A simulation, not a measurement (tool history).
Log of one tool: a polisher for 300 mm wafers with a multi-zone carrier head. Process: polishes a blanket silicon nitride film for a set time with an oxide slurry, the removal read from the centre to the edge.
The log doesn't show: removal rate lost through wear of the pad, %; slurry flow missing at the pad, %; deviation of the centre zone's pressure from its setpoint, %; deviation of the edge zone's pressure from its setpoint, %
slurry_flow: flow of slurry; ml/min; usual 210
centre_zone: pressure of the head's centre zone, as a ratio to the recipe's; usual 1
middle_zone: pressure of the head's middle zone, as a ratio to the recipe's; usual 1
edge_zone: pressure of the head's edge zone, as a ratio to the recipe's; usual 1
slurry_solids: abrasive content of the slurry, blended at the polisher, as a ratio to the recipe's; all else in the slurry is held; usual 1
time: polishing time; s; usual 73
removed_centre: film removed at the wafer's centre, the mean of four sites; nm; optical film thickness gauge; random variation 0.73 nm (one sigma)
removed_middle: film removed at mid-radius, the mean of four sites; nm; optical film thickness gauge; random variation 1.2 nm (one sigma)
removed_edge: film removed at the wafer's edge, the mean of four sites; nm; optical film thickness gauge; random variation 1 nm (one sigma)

| run | hour | slurry_flow | centre_zone | middle_zone | edge_zone | slurry_solids | time | wafers since the last listed run | wafers polished on this pad | hours since the slurry nozzle was cleaned | hours since the centre zone pressure was calibrated | hours since the edge zone pressure was calibrated | hours since the carrier head's membrane was replaced | incoming thickness of the incoming film, nm | removed_centre | removed_middle | removed_edge |
|---|---|---|---|---|---|---|---|---|---|---|---|---|---|---|---|---|---|
| 1 | 0 | 210 | 1.11 | 1.1 | 0.94 | 0.9 | 73 | 0 | 4335 | 5.1 | 56.1 | 474.6 | 534.2 | 301.5 | 82.1 | 81.1 | 68.2 |
| 2 | 67.1 | 210 | 1 | 1 | 1 | 1 | 73 | 560 | 4895 | 72.2 | 123.2 | 541.7 | 601.3 | 301 | 79.3 | 78.6 | 75.1 |
|  | 159.4 | worn pad replaced by a new one |
| 3 | 173.1 | 255 | 1 | 1 | 1 | 0.75 | 73 | 852 | 114 | 178.2 | 229.2 | 647.7 | 707.3 | 302.7 | 72.8 | 72.4 | 67.9 |
| 4 | 221.4 | 210 | 0.91 | 1 | 1 | 1 | 73 | 403 | 518 | 226.5 | 277.5 | 696 | 755.6 | 301.3 | 77.8 | 83.5 | 79.2 |
| 5 | 310.2 | 210 | 1 | 1.09 | 1.08 | 1 | 73 | 742 | 1260 | 315.3 | 366.3 | 784.8 | 844.4 | 294.5 | 81.6 | 87.9 | 79.9 |
| 6 | 396.5 | 210 | 1 | 1 | 1 | 1 | 73 | 721 | 1981 | 401.6 | 452.6 | 871.1 | 930.7 | 305.2 | 80.8 | 79.3 | 76.6 |
| 7 | 437.3 | 210 | 1 | 1 | 1 | 1 | 73 | 340 | 2322 | 442.4 | 493.4 | 911.9 | 971.5 | 302.1 | 79.4 | 80.5 | 76.4 |
| 8 | 517 | 210 | 1 | 1 | 1 | 1 | 73 | 666 | 2988 | 522.1 | 573.1 | 991.6 | 1051.2 | 302.2 | 79.7 | 79.4 | 76.5 |
|  | 590 | centre zone pressure recalibrated |
| 9 | 612.1 | 210 | 1 | 1 | 1 | 1 | 73 | 777 | 3766 | 617.2 | 22.1 | 1086.7 | 1146.3 | 301.9 | 78.9 | 77 | 75.8 |
| 10 | 658.7 | 280 | 1 | 1 | 1.05 | 0.85 | 88 | 389 | 4155 | 663.8 | 68.7 | 1133.3 | 1192.9 | 304.2 | 88.6 | 87.2 | 86.9 |
|  | 721.5 | edge zone pressure recalibrated |
| 11 | 745 | 210 | 1 | 1 | 1 | 1 | 73 | 704 | 4860 | 750.1 | 155 | 23.5 | 1279.2 | 299.1 | 77.9 | 77.6 | 75.2 |
| 12 | 805.5 | 210 | 1.07 | 1 | 1 | 1 | 73 | 505 | 5365 | 810.6 | 215.5 | 84 | 1339.7 | 297.7 | 84 | 78.7 | 74.2 |
|  | 820.4 | slurry nozzle cleaned |
| 13 | 855.4 | 210 | 1.1 | 1.08 | 1 | 0.75 | 73 | 408 | 5774 | 35 | 265.4 | 133.9 | 1389.6 | 295.6 | 70.1 | 69.2 | 63.8 |
|  | 876.7 | worn pad replaced by a new one |
| 14 | 929.5 | 210 | 1 | 1.07 | 1 | 1 | 73 | 585 | 440 | 109.1 | 339.5 | 208 | 1463.7 | 296.9 | 83.5 | 87.9 | 79.9 |
|  | 958.6 | carrier head's membrane replaced by a new one |
| 15 | 1002.3 | 210 | 0.93 | 0.9 | 1 | 1 | 90 | 566 | 1007 | 181.9 | 412.3 | 280.8 | 43.7 | 299 | 95.7 | 91.3 | 97.3 |
| 16 | 1059.3 | 140 | 1 | 1 | 0.89 | 1.1 | 73 | 476 | 1483 | 238.9 | 469.3 | 337.8 | 100.7 | 298.5 | 81.5 | 81.2 | 74.7 |
| 17 | 1112.5 | 210 | 1.11 | 1 | 1 | 1 | 73 | 444 | 1928 | 292.1 | 522.5 | 391 | 153.9 | 301 | 88 | 79.1 | 76.9 |
| 18 | 1193 | 210 | 1.11 | 1 | 1 | 1 | 73 | 672 | 2601 | 372.6 | 603 | 471.5 | 234.4 | 301.1 | 87.3 | 77.1 | 75.3 |
|  | 1214.3 | centre zone pressure recalibrated |
| 19 | 1254.6 | 170 | 0.96 | 0.91 | 0.94 | 1 | 73 | 498 | 3099 | 434.2 | 40.3 | 533.1 | 296 | 301.5 | 74 | 70.6 | 72.4 |
| 20 | 1312.7 | 280 | 1 | 1 | 1 | 1 | 73 | 485 | 3584 | 492.3 | 98.4 | 591.2 | 354.1 | 299.3 | 81.4 | 81.3 | 76.8 |
| 21 | 1418.8 | 170 | 1 | 1 | 1 | 1 | 73 | 886 | 4471 | 598.4 | 204.5 | 697.3 | 460.2 | 300.2 | 76.4 | 75.3 | 72.8 |

Hidden state at the last listed run before each entry between runs and at the first one after, where it differs:
Between runs 2 and 3: worn pad replaced by a new one (hour 159.4)
  removal rate lost through wear of the pad, %: 9.45 -> 1.86
  measured less the result without the state, removed_centre: -8.2 -> -1.4 nm; removed_middle: -8.2 -> -1.4 nm; removed_edge: -7.9 -> -1.3 nm
Between runs 8 and 9: centre zone pressure recalibrated (hour 590)
  removal rate lost through wear of the pad, %: 8.84 -> 9.53
  measured less the result without the state, removed_centre: -7.7 -> -8.4 nm; removed_middle: -7.7 -> -8.1 nm; removed_edge: -7.4 -> -8 nm
Between runs 10 and 11: edge zone pressure recalibrated (hour 721.5)
  removal rate lost through wear of the pad, %: 9.77 -> 10.1
  measured less the result without the state, removed_centre: -9.6 -> -8.8 nm; removed_middle: -9.4 -> -8.7 nm; removed_edge: -9.4 -> -8.5 nm
Between runs 12 and 13: slurry nozzle cleaned (hour 820.4)
  removal rate lost through wear of the pad, %: 10.3 -> 10.4
  measured less the result without the state, removed_centre: -9.6 -> -8.1 nm; removed_middle: -9 -> -8 nm; removed_edge: -8.5 -> -7.4 nm
Between runs 13 and 14: worn pad replaced by a new one (hour 876.7)
  removal rate lost through wear of the pad, %: 10.4 -> 3.64
  measured less the result without the state, removed_centre: -8.1 -> -3.1 nm; removed_middle: -8 -> -3.3 nm; removed_edge: -7.4 -> -3 nm
Between runs 14 and 15: carrier head's membrane replaced by a new one (hour 958.6)
  removal rate lost through wear of the pad, %: 3.64 -> 5.7
  measured less the result without the state, removed_centre: -3.1 -> -5.7 nm; removed_middle: -3.3 -> -5.6 nm; removed_edge: -3 -> -5.9 nm
Between runs 18 and 19: centre zone pressure recalibrated (hour 1214.3)
  removal rate lost through wear of the pad, %: 8.82 -> 9.39
  measured less the result without the state, removed_centre: -8.4 -> -7.7 nm; removed_middle: -7.4 -> -7.3 nm; removed_edge: -7.3 -> -7.5 nm
